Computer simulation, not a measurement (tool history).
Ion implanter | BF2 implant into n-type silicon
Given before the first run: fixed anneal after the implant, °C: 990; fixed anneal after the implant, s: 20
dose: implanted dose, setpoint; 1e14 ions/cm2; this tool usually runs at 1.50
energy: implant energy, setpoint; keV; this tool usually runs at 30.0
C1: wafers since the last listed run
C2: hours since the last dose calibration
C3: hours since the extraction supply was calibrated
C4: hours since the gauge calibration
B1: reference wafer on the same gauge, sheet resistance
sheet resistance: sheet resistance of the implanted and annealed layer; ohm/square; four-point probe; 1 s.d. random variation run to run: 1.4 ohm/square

{"run": 1, "day": 0.0, "dose": 1.19, "energy": 33.5, "C1": 0, "C2": 1151.6, "C3": 5610.6, "C4": 1403.2, "B1": 585.93, "sheet resistance": 839.7}
{"run": 2, "day": 1.083, "dose": 1.5, "energy": 23.0, "C1": 877, "C2": 1177.6, "C3": 5636.6, "C4": 1429.2, "B1": 585.75, "sheet resistance": 733.04}
{"run": 3, "day": 4.008, "dose": 1.5, "energy": 23.0, "C1": 2368, "C2": 1247.8, "C3": 5706.8, "C4": 1499.4, "B1": 586.16, "sheet resistance": 731.95}
{"run": 4, "day": 5.196, "dose": 1.5, "energy": 30.0, "C1": 961, "C2": 1276.3, "C3": 5735.3, "C4": 1527.9, "B1": 586.31, "sheet resistance": 709.35}
{"run": 5, "day": 7.321, "dose": 1.5, "energy": 30.0, "C1": 1720, "C2": 1327.3, "C3": 5786.3, "C4": 1578.9, "B1": 586.13, "sheet resistance": 710.3}
{"run": 6, "day": 9.883, "dose": 1.5, "energy": 30.0, "C1": 2074, "C2": 1388.8, "C3": 5847.8, "C4": 1640.4, "B1": 585.85, "sheet resistance": 708.69}
{"run": 7, "day": 12.196, "dose": 1.5, "energy": 30.0, "C1": 1872, "C2": 1444.3, "C3": 5903.3, "C4": 1695.9, "B1": 586.16, "sheet resistance": 706.32}
{"run": 8, "day": 13.492, "dose": 1.5, "energy": 30.0, "C1": 1049, "C2": 1475.4, "C3": 5934.4, "C4": 1727.0, "B1": 585.98, "sheet resistance": 706.98}
{"run": 9, "day": 15.896, "dose": 1.83, "energy": 33.5, "C1": 1946, "C2": 1533.1, "C3": 5992.1, "C4": 1784.7, "B1": 585.99, "sheet resistance": 598.34}
{"run": 10, "day": 17.329, "dose": 1.39, "energy": 30.0, "C1": 1160, "C2": 1567.5, "C3": 6026.5, "C4": 1819.1, "B1": 585.81, "sheet resistance": 751.62}
{"run": 11, "day": 18.629, "dose": 1.39, "energy": 30.0, "C1": 1052, "C2": 1598.7, "C3": 6057.7, "C4": 1850.3, "B1": 586.04, "sheet resistance": 751.85}
{"run": 12, "day": 19.729, "dose": 1.39, "energy": 30.0, "C1": 890, "C2": 1625.1, "C3": 6084.1, "C4": 1876.7, "B1": 586.02, "sheet resistance": 749.08}
{"run": 13, "day": 22.404, "dose": 1.83, "energy": 30.0, "C1": 2165, "C2": 1689.3, "C3": 6148.3, "C4": 1940.9, "B1": 586.02, "sheet resistance": 599.86}
{"run": 14, "day": 23.988, "dose": 1.83, "energy": 30.0, "C1": 1281, "C2": 1727.3, "C3": 6186.3, "C4": 1978.9, "B1": 585.97, "sheet resistance": 600.41}
{"run": 15, "day": 26.842, "dose": 1.83, "energy": 30.0, "C1": 2310, "C2": 1795.8, "C3": 6254.8, "C4": 2047.4, "B1": 586.12, "sheet resistance": 601.39}
{"run": 16, "day": 28.638, "dose": 1.5, "energy": 30.0, "C1": 1453, "C2": 1838.9, "C3": 6297.9, "C4": 2090.5, "B1": 586.13, "sheet resistance": 705.9}
{"run": 17, "day": 31.112, "dose": 1.09, "energy": 27.5, "C1": 2003, "C2": 1898.3, "C3": 6357.3, "C4": 2149.9, "B1": 585.95, "sheet resistance": 922.81}
{"run": 18, "day": 38.558, "dose": 1.93, "energy": 35.5, "C1": 6028, "C2": 2077.0, "C3": 6536.0, "C4": 2328.6, "B1": 586.13, "sheet resistance": 565.67}
{"run": 19, "day": 41.329, "dose": 1.71, "energy": 30.0, "C1": 2243, "C2": 2143.5, "C3": 6602.5, "C4": 2395.1, "B1": 586.09, "sheet resistance": 633.06}
{"day": 42.938, "done": "gauge calibrated"}
{"run": 20, "day": 43.9, "dose": 1.63, "energy": 34.5, "C1": 2081, "C2": 2205.2, "C3": 6664.2, "C4": 23.1, "B1": 586.0, "sheet resistance": 646.1}
{"run": 21, "day": 45.021, "dose": 1.5, "energy": 30.0, "C1": 907, "C2": 2232.1, "C3": 6691.1, "C4": 50.0, "B1": 585.94, "sheet resistance": 700.79}
{"run": 22, "day": 46.683, "dose": 1.5, "energy": 30.0, "C1": 1345, "C2": 2272.0, "C3": 6731.0, "C4": 89.9, "B1": 585.77, "sheet resistance": 701.34}
{"day": 47.588, "done": "extraction supply calibrated"}
{"run": 23, "day": 48.867, "dose": 1.5, "energy": 30.0, "C1": 1497, "C2": 2324.4, "C3": 30.7, "C4": 142.3, "B1": 585.8, "sheet resistance": 701.76}
{"run": 24, "day": 51.458, "dose": 1.5, "energy": 30.0, "C1": 2098, "C2": 2386.6, "C3": 92.9, "C4": 204.5, "B1": 586.3, "sheet resistance": 701.12}
{"run": 25, "day": 53.688, "dose": 1.39, "energy": 22.5, "C1": 1804, "C2": 2440.1, "C3": 146.4, "C4": 258.0, "B1": 586.06, "sheet resistance": 777.71}
{"run": 26, "day": 55.958, "dose": 1.5, "energy": 30.0, "C1": 1838, "C2": 2494.6, "C3": 200.9, "C4": 312.5, "B1": 585.85, "sheet resistance": 700.18}
{"day": 57.296, "done": "Faraday cup replaced and dose calibrated"}
{"run": 27, "day": 57.942, "dose": 1.38, "energy": 38.5, "C1": 1335, "C2": 15.5, "C3": 248.5, "C4": 360.1, "B1": 586.04, "sheet resistance": 736.99}
{"run": 28, "day": 60.521, "dose": 1.07, "energy": 30.0, "C1": 2088, "C2": 77.4, "C3": 310.4, "C4": 422.0, "B1": 585.87, "sheet resistance": 934.17}
{"run": 29, "day": 63.383, "dose": 1.5, "energy": 30.0, "C1": 2317, "C2": 146.1, "C3": 379.1, "C4": 490.7, "B1": 585.51, "sheet resistance": 712.05}
{"run": 30, "day": 64.767, "dose": 1.5, "energy": 34.5, "C1": 1119, "C2": 179.3, "C3": 412.3, "C4": 523.9, "B1": 585.91, "sheet resistance": 700.97}
{"run": 31, "day": 66.167, "dose": 1.5, "energy": 30.0, "C1": 1133, "C2": 212.9, "C3": 445.9, "C4": 557.5, "B1": 586.05, "sheet resistance": 710.66}
{"run": 32, "day": 68.004, "dose": 1.5, "energy": 30.0, "C1": 1487, "C2": 257.0, "C3": 490.0, "C4": 601.6, "B1": 586.03, "sheet resistance": 713.79}
{"run": 33, "day": 69.054, "dose": 1.93, "energy": 25.0, "C1": 850, "C2": 282.2, "C3": 515.2, "C4": 626.8, "B1": 585.9, "sheet resistance": 589.4}
{"run": 34, "day": 70.879, "dose": 1.12, "energy": 38.0, "C1": 1477, "C2": 326.0, "C3": 559.0, "C4": 670.6, "B1": 586.07, "sheet resistance": 866.69}
{"run": 35, "day": 72.912, "dose": 1.22, "energy": 36.5, "C1": 1646, "C2": 374.8, "C3": 607.8, "C4": 719.4, "B1": 586.01, "sheet resistance": 815.38}
{"run": 36, "day": 74.133, "dose": 1.22, "energy": 36.5, "C1": 988, "C2": 404.1, "C3": 637.1, "C4": 748.7, "B1": 586.02, "sheet resistance": 816.74}
{"run": 37, "day": 77.062, "dose": 1.5, "energy": 21.0, "C1": 2371, "C2": 474.4, "C3": 707.4, "C4": 819.0, "B1": 585.93, "sheet resistance": 746.93}
{"run": 38, "day": 78.358, "dose": 1.5, "energy": 25.0, "C1": 1049, "C2": 505.5, "C3": 738.5, "C4": 850.1, "B1": 585.71, "sheet resistance": 726.37}

Consider 3 possible next runs. They are alternatives, not a sequence: every one starts from the tool as it was left by run 38. What does each give?
{"run": "A", "day": 78.375, "dose": 1.5, "energy": 30.0, "C1": 13, "C2": 505.9, "C3": 738.9, "C4": 850.5, "B1": "?", "sheet resistance": "?"}
{"run": "B", "day": 78.375, "dose": 1.94, "energy": 26.0, "C1": 13, "C2": 505.9, "C3": 738.9, "C4": 850.5, "B1": "?", "sheet resistance": "?"}
{"run": "C", "day": 78.375, "dose": 1.88, "energy": 33.0, "C1": 13, "C2": 505.9, "C3": 738.9, "C4": 850.5, "B1": "?", "sheet resistance": "?"}

run=A B1=586.10 sheet_resistance=713.65
run=B B1=586.10 sheet_resistance=586.43
run=C B1=586.10 sheet_resistance=589.49
Without the tool's hidden state the same runs would have given:
run=A sheet_resistance=712.65
run=B sheet_resistance=585.57
run=C sheet_resistance=588.67
